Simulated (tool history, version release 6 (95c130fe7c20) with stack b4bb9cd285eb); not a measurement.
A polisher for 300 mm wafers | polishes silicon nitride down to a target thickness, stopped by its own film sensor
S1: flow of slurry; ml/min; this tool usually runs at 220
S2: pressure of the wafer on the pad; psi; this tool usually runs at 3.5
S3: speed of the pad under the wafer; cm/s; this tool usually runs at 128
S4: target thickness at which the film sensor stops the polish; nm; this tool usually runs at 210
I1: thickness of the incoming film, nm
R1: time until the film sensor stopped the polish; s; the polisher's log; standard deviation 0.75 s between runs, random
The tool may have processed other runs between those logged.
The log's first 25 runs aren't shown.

run   hour   S1   S2   S3   S4     I1     R1
 26  341.3  160  3.5   98  239  398.6   85.1
 27  354.9  290  3.5  148  210  400.6   66.4
 28  363.2  220  3.5  128  269  397.4   52.1
 29  377.8  275    4   92  210  401.2   89.1
     392.8  -- worn pad replaced by a new one
 30  393.3  220  3.5  128  210  405.6   80.4
 31    407  220  4.5  128  249    395   48.4
 32  413.6  220  2.5   84  210  400.6  142.8
 33  423.7  220  3.5  128  210  394.9   76.1
 34  436.7  220  3.5  128  249    400   62.1
 35  446.7  165  4.1  154  275  403.8   41.8
 36  454.4  220  3.5  128  192  403.7   87.1

Predict each of these 5 candidate next runs independently; none follows another, all start after run 36:
  A  454.9  220  3.5  152  210  398.2   ?
  B  454.9  185  3.5  148  250  398.2   ?
  C  454.9  195  2.8  154  171  398.2   ?
  D  454.9  245  3.5  128  234  398.2   ?
  E  454.9  240  3.1  148  232  398.2   ?

run    R1
  A  67.7
  B  55.9
  C  97.9
  D  66.9
  E  66.5
Without the tool's hidden state the same runs would have given:
run    R1
  A  67.7
  B  55.9
  C  97.9
  D  66.9
  E  66.5
